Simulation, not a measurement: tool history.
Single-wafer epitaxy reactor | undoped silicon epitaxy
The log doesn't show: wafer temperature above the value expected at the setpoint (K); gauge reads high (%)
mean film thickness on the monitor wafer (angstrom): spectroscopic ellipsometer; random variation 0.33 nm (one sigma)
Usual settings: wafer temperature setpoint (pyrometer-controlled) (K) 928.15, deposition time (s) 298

run,day,wafer temperature setpoint (pyrometer-controlled) (K),deposition time (s),wafers since the last listed run,hours since the last pyrometer calibration,hours since the gauge calibration,"read-back reference wafer on the same gauge, thickness_nm",mean film thickness on the monitor wafer (angstrom)
1,0.000,928.15,298,0,1083.8,306.9,61.344,564.65
2,3.725,928.15,298,527,1173.2,396.3,61.404,572.68
3,5.525,923.15,337,254,1216.4,439.5,61.254,580.72
# day 7.012: pyrometer calibrated
4,7.929,928.15,298,293,22.0,497.2,61.181,561.96
5,10.321,928.15,298,338,79.4,554.6,61.331,561.66
6,14.167,928.15,298,544,171.7,646.9,61.200,566.62
7,16.021,928.15,298,262,216.2,691.4,61.173,568.50
8,18.350,928.15,298,329,272.1,747.3,61.213,567.04
9,21.492,928.15,298,445,347.5,822.7,61.196,566.08
10,25.479,928.15,298,564,443.2,918.4,61.407,564.84
11,27.558,928.15,259,294,493.1,968.3,61.327,496.43
12,31.667,928.15,298,581,591.7,1066.9,61.174,568.29
13,41.421,928.15,279,1381,825.8,1301.0,61.478,531.80
14,44.225,928.15,298,397,893.1,1368.3,61.283,563.96
15,46.179,928.15,298,276,940.0,1415.2,61.411,569.83
16,49.700,928.15,298,498,1024.5,1499.7,61.234,563.41
17,51.471,928.15,298,250,1067.0,1542.2,61.441,564.30
18,53.408,928.15,298,274,1113.5,1588.7,61.221,571.80
19,55.554,928.15,298,303,1165.0,1640.2,61.461,563.31
# day 57.133: pyrometer calibrated
20,58.612,928.15,298,386,35.5,1713.6,61.420,563.21
21,61.179,917.15,274,363,97.1,1775.2,61.277,425.90
22,63.942,928.15,298,391,163.4,1841.5,61.232,567.78
23,65.942,919.15,275,283,211.4,1889.5,61.250,440.97
24,69.250,921.15,298,468,290.8,1968.9,61.331,494.97
25,70.971,916.15,268,243,332.1,2010.2,61.470,405.39
# day 71.350: gauge calibrated
26,74.062,928.15,281,437,406.3,65.1,61.353,534.22
27,77.929,928.15,298,547,499.1,157.9,61.395,572.08
28,79.642,942.15,315,242,540.2,199.0,61.388,785.98
29,82.038,928.15,265,339,597.7,256.5,61.433,508.31
30,84.908,935.15,328,406,666.6,325.4,61.240,710.43
31,88.817,928.15,298,553,760.4,419.2,61.349,570.23
32,91.362,935.15,248,360,821.5,480.3,61.340,544.73
33,94.121,939.15,334,390,887.7,546.5,61.423,779.42
34,97.188,917.15,298,434,961.3,620.1,61.365,462.33
35,99.746,923.15,350,362,1022.7,681.5,61.255,609.77
36,104.129,940.15,315,620,1127.9,786.7,61.297,750.91
# day 107.846: pyrometer calibrated
37,108.596,915.15,321,585,18.0,893.9,61.198,474.71
38,110.833,928.15,298,316,71.7,947.6,61.257,565.96
39,115.179,935.15,351,615,176.0,1051.9,61.291,767.45
40,118.354,928.15,242,449,252.2,1128.1,61.370,463.62

Hidden state at the last listed run before each entry between runs and at the first one after, where it differs:
Between runs 3 and 4: pyrometer calibrated (day 7.012)
  no hidden state differs between the two runs
Between runs 19 and 20: pyrometer calibrated (day 57.133)
  no hidden state differs between the two runs
Between runs 25 and 26: gauge calibrated (day 71.350)
  no hidden state differs between the two runs
Between runs 36 and 37: pyrometer calibrated (day 107.846)
  no hidden state differs between the two runs
